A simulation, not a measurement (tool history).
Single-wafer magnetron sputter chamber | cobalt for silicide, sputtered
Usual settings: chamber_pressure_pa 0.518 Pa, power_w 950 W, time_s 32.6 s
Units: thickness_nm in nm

run,hour,chamber_pressure_pa,power_w,time_s,wafers since the last listed run,wafers on the sputter target,hours since the last manometer calibration,hours since the magnet pack was replaced,hours since the gauge calibration,"read-back reference wafer on the same gauge, thickness_nm",thickness_nm
1,0,0.518,950,32.6,0,3279,1374.7,10530.7,191.7,14.204,15.303
2,7.5,0.518,950,32.6,196,3475,1382.2,10538.2,199.2,14.229,15.379
3,19.8,0.518,950,32.6,321,3797,1394.5,10550.5,211.5,14.215,15.155
4,26.8,0.518,950,32.6,183,3980,1401.5,10557.5,218.5,14.191,15.37
5,41.9,0.518,950,32.6,394,4375,1416.6,10572.6,233.6,14.203,14.931
6,51.7,0.429,950,37.1,256,4631,1426.4,10582.4,243.4,14.172,17.369
7,62.7,0.429,950,37.1,287,4919,1437.4,10593.4,254.4,14.203,17.435
# hour 76.1: sputter target and shields replaced
8,76.6,0.429,950,37.1,154,12,1451.3,10607.3,268.3,14.2,18.228
# hour 85.1: capacitance manometer re-zeroed and calibrated
9,85.6,0.518,800,32.6,26,38,0.5,10616.3,277.3,14.214,14.479
# hour 88.1: gauge calibrated
10,88.6,0.518,950,30.7,78,116,3.5,10619.3,0.5,14.194,14.897
11,97.3,0.391,1100,32.6,227,344,12.2,10628,9.2,14.193,17.82
12,107.2,0.339,1100,32.6,258,603,22.1,10637.9,19.1,14.195,18.013
13,123.5,0.518,850,27.4,426,1029,38.4,10654.2,35.4,14.203,12.496
14,140.7,0.518,1100,32.6,449,1479,55.6,10671.4,52.6,14.204,16.996

Forecast run 15:
# hour 158.4: magnet pack replaced
15,158.9,0.518,800,35,266,1746,73.8,0.5,70.8,?,?

read-back reference wafer on the same gauge, thickness_nm: 14.197
thickness_nm: 15.514 nm
Without the tool's hidden state the same run would have given thickness_nm 15.729 nm.
